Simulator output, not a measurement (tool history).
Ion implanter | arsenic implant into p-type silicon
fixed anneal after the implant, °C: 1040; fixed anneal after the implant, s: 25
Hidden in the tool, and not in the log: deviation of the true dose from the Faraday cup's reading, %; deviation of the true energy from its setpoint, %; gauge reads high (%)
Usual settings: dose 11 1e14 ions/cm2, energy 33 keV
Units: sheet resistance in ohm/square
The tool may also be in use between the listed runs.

run,day,dose,energy,wafers since the last listed run,hours since the last dose calibration,hours since the extraction supply was calibrated,hours since the gauge calibration,"read-back reference wafer on the same gauge, sheet resistance",sheet resistance
1,0,11,33,0,908.6,1675.2,745.4,87.99,103.33
2,2.638,11,33,1000,971.9,1738.5,808.7,87.94,103.18
3,4.583,11,33,738,1018.6,1785.2,855.4,87.96,103.29
4,7.321,11,33,1038,1084.3,1850.9,921.1,87.93,103.38
5,11.108,11,33,1437,1175.2,1941.8,1012,88.1,103.43
6,14.025,11,33,1106,1245.2,2011.8,1082,88.06,103.02
7,18.192,9.04,33,1581,1345.2,2111.8,1182,88.03,117.99
8,22.238,9.04,33,1535,1442.3,2208.9,1279.1,88.09,118.07
# day 24.233: gauge calibrated
# day 28.558: Faraday cup replaced and dose calibrated
9,29.233,12.33,29.5,2528,16.2,2376.8,120,88.01,97.87
10,32.933,11,33,1404,105,2465.6,208.8,88.17,102.82
# day 39.046: extraction supply calibrated
11,40.892,8.12,44.5,2893,296,44.3,399.8,87.97,122.82
12,43.221,11,33,883,351.9,100.2,455.7,87.9,103.34
13,45.012,13.8,24,679,394.9,143.2,498.7,88.05,94.38
14,49.229,9.12,22.5,1600,496.1,244.4,599.9,88.11,123.09
15,51.517,8.74,39.5,868,551,299.3,654.8,88.07,118.39
16,54.879,11,33,1275,631.7,380,735.5,88.06,103.21
17,59.283,13.11,33,1671,737.4,485.7,841.2,88.13,92.55
18,62.562,12.46,33,1244,816.1,564.4,919.9,87.98,95.34
19,66.446,10.14,25,1473,909.3,657.6,1013.1,88.02,113.94
20,68.529,12.69,44.5,790,959.3,707.6,1063.1,88.08,89.43

4 ways to go on from here, each from the tool as it stands after run 20. What would each give?
A,68.546,11,33,6,959.7,708,1063.5,?,?
B,68.546,12.42,28.5,6,959.7,708,1063.5,?,?
C,68.546,8.27,27.5,6,959.7,708,1063.5,?,?
D,68.546,9.99,33,6,959.7,708,1063.5,?,?

run,"read-back reference wafer on the same gauge, sheet resistance",sheet resistance
A,87.96,103.29
B,87.96,97.81
C,87.96,129
D,87.96,110.2
Without the tool's hidden state the same runs would have given:
run,sheet resistance
A,103.29
B,97.81
C,129
D,110.2
